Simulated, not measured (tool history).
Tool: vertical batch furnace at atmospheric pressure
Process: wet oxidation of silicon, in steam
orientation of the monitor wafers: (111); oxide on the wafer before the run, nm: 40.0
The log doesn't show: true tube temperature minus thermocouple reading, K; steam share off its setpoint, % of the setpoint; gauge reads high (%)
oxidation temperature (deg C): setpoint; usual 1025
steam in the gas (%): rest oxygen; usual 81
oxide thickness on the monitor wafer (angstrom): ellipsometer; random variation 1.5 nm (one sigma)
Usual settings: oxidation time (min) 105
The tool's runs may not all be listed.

run,hour,oxidation temperature (deg C),oxidation time (min),steam in the gas (%),wafers since the last listed run,hours since the last temperature calibration,hours since the steam generator was serviced,hours since the gauge calibration,"read-back reference wafer on the same gauge, thickness",oxide thickness on the monitor wafer (angstrom)
1,0,1025,105,81,0,3790,2153.3,570.1,580.85,6687.6
2,102.2,1025,105,81,1283,3892.2,2255.5,672.3,581.03,6677.6
3,425.1,1025,105,81,4053,4215.1,2578.4,995.2,580.96,6659.1
4,510.7,1025,105,81,1074,4300.7,2664,1080.8,581.03,6643.7
# hour 556.4: steam generator serviced
5,556.9,1025,105,81,278,4346.9,0.5,1127,581.32,6602.3
6,633.6,1025,105,81,962,4423.6,77.2,1203.7,581.19,6548.1
# hour 650.9: gauge calibrated
# hour 690.6: thermocouples replaced and temperature profile calibrated
7,729.1,1025,105,81,897,38.5,172.7,78.2,581.31,6575.8
# hour 762.9: steam generator serviced, repeated, since the last time left the tool worse
8,772.7,1025,105,81,246,82.1,9.8,121.8,580.49,6777.4
9,872.1,1025,105,81,1247,181.5,109.2,221.2,580.8,6767.8
10,935,1025,118.5,92,789,244.4,172.1,284.1,580.65,7777.4
11,1033.3,1010,105,81,1234,342.7,270.4,382.4,581.15,6318.3
12,1079.3,1025,105,71,577,388.7,316.4,428.4,581.25,6306.7
13,1166.3,1025,105,81,1092,475.7,403.4,515.4,581.06,6761.9
14,1249.1,1014,78.5,89,1039,558.5,486.2,598.2,581.1,5788.7
15,1334.1,1009,122.5,81,1067,643.5,571.2,683.2,580.89,6880.6
16,1429.4,1012,72.5,81,1196,738.8,666.5,778.5,581.38,5169.1
17,1473.9,1025,105,81,558,783.3,711,823,580.71,6769.5
18,1549.8,1025,126.5,81,952,859.2,786.9,898.9,580.71,7513.6

3 ways to go on from here, each from the tool as it stands after run 18. What would each give?
A,1556.5,1025,128.5,81,84,865.9,793.6,905.6,?,?
B,1556.5,1035,90,78,84,865.9,793.6,905.6,?,?
C,1556.5,1015,134.5,81,84,865.9,793.6,905.6,?,?

run,"read-back reference wafer on the same gauge, thickness",oxide thickness on the monitor wafer (angstrom)
A,581.38,7579.1
B,581.38,6343.7
C,581.38,7453.7
Without the tool's hidden state the same runs would have given:
run,oxide thickness on the monitor wafer (angstrom)
A,7596.7
B,6358.5
C,7471.2
